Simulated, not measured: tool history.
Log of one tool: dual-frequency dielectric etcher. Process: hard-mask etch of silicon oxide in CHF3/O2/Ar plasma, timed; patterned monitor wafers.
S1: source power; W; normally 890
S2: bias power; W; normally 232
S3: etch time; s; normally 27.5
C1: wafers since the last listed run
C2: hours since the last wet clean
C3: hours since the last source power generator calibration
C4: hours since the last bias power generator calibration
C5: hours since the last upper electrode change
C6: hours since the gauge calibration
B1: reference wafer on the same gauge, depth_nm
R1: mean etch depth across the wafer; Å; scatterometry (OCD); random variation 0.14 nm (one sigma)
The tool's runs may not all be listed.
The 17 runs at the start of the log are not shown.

run    hour    S1   S2    S3    C1     C2      C3      C4     C5      C6    B1   R1
 18  1364.5  1000  232    30  1068  430.6  2003.4  3422.9    111     475  55.9  807
     1390.7  -- wet clean of the chamber
 19  1416.6   960  232  24.5   361   25.9  2055.5    3475  163.1   527.1  55.9  637
 20    1463  1000  232    30   596   72.3  2101.9  3521.4  209.5   573.5  55.9  795
 21  1535.2   990  232  27.5   928  144.5  2174.1  3593.6  281.7   645.7  55.9  730
     1555.5  -- bias power generator calibrated
 22    1637   740  192  19.5  1258  246.3  2275.9    81.5  383.5   747.5  55.9  433
     1712.4  -- source power generator calibrated
 23  1713.8  1050  232    21   936  323.1     1.4   158.3  460.3   824.3  55.9  573
 24  1810.6  1050  214  27.5  1245  419.9    98.2   255.1  557.1   921.1  55.9  741
     1879.1  -- wet clean of the chamber
 25  1879.6   890  232    33   578    0.5   167.2   324.1  626.1   990.1  55.9  826
 26  1961.8   890  232  27.5  1057   82.7   249.4   406.3  708.3  1072.3  55.9  687
 27  2031.1   810  214  31.5   891    152   318.7   475.6  777.6  1141.6  55.9  741
 28  2088.1   680  195    22   733    209   375.7   532.6  834.6  1198.6  55.9  467
 29  2186.3   890  201  33.5  1263  307.2   473.9   630.8  932.8  1296.8  55.9  816
 30  2245.9   990  290    31   766  366.8   533.5   690.4  992.4  1356.4  55.9  872

4 ways to go on from here, each from the tool as it stands after run 30. What would each give?
  A  2246.3   700  232  27.5   5  367.2  533.9  690.8  992.8  1356.8   ?   ?
  B  2246.3   710  250    35   5  367.2  533.9  690.8  992.8  1356.8   ?   ?
  C  2246.3  1020  282    35   5  367.2  533.9  690.8  992.8  1356.8   ?   ?
  D  2246.3   740  232  34.5   5  367.2  533.9  690.8  992.8  1356.8   ?   ?

run    B1   R1
  A  55.9  621
  B  55.9  812
  C  55.9  992
  D  55.9  800
What these runs would have given with no unlogged condition in the tool:
run   R1
  A  615
  B  804
  C  982
  D  793
